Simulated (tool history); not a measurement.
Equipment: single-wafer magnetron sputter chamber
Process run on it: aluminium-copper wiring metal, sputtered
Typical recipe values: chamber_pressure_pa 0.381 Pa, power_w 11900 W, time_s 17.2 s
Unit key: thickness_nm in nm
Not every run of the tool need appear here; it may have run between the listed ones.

run,day,chamber_pressure_pa,power_w,time_s,"read-back reference wafer on the same gauge, thickness_nm",thickness_nm
1,0,0.381,11900,17.2,415.884,410.815
2,0.346,0.381,11900,17.2,415.824,409.081
3,1.075,0.381,11900,17.2,415.785,408.059
4,1.433,0.381,11900,19.5,415.883,463.35
5,2.033,0.381,11900,19.5,416.152,462.109
6,2.746,0.381,11900,19.5,416.214,460.212
7,3.333,0.307,9600,17.2,416.373,356.447
8,3.796,0.307,9600,17.2,415.704,355.725
9,4.283,0.381,11900,17.2,416.242,404.882
10,4.771,0.381,11900,17.2,415.965,404.03
11,6.975,0.381,11900,17.2,415.993,403.157
12,7.396,0.29,11900,17.2,415.959,444.368
13,7.85,0.381,11900,17.2,416.222,417.271
14,8.471,0.381,11900,17.2,415.817,417.247
15,8.867,0.381,10000,17.2,415.809,361.059
16,9.279,0.423,9550,15.2,415.715,298.324
17,9.621,0.284,11900,16.1,415.893,415.688
18,10.15,0.381,11900,15.5,415.988,373.24
19,10.783,0.488,10350,17.2,416.006,344.005
20,11.1,0.424,14100,14.1,416.006,378.483
21,11.404,0.5,13100,14.2,415.93,341.345
22,11.875,0.381,14500,14.8,415.645,420.656
23,12.746,0.509,11900,17.2,415.875,379.673
24,13.004,0.381,11900,17.2,415.69,411.909
25,13.317,0.381,11900,17.2,416.056,407.988
26,14.183,0.502,13550,17.2,416.074,424.2
27,14.529,0.381,12800,17.2,416.038,435.408
28,14.971,0.381,13900,17.2,415.688,469.258
29,15.525,0.381,11900,15.8,415.944,378.014
30,16.071,0.318,11900,20.3,416.207,503.72
31,16.612,0.381,11900,17.2,415.922,405.827
32,16.871,0.472,9850,17.2,415.604,330.399
33,18.525,0.507,14100,15.2,415.889,378.671
34,19.129,0.243,11900,17.2,415.852,445.625

Not shown: 4 entries that the log had between the listed runs. Between which runs, and how does the tool's hidden state differ before and after?
Run 11 -> run 12: sputter target and shields replaced (day 7.375)
  deposition rate above that of a new target (%): -4.46 -> -0.358
  what was measured, less what the result would be without the hidden state, thickness_nm: -18.836 -> -1.597 nm
Run 13 -> run 14: gauge calibrated (day 8.275)
  deposition rate above that of a new target (%): -0.49 -> -0.671
  what was measured, less what the result would be without the hidden state, thickness_nm: -2.057 -> -2.82 nm
Run 22 -> run 23: magnet pack replaced (day 12.725)
  deposition rate above that of a new target (%): -1.66 -> -1.92
  what was measured, less what the result would be without the hidden state, thickness_nm: -7.118 -> -7.424 nm
Run 25 -> run 26: capacitance manometer re-zeroed and calibrated (day 14.162)
  deposition rate above that of a new target (%): -2.08 -> -2.34
  what was measured, less what the result would be without the hidden state, thickness_nm: -8.685 -> -10.151 nm
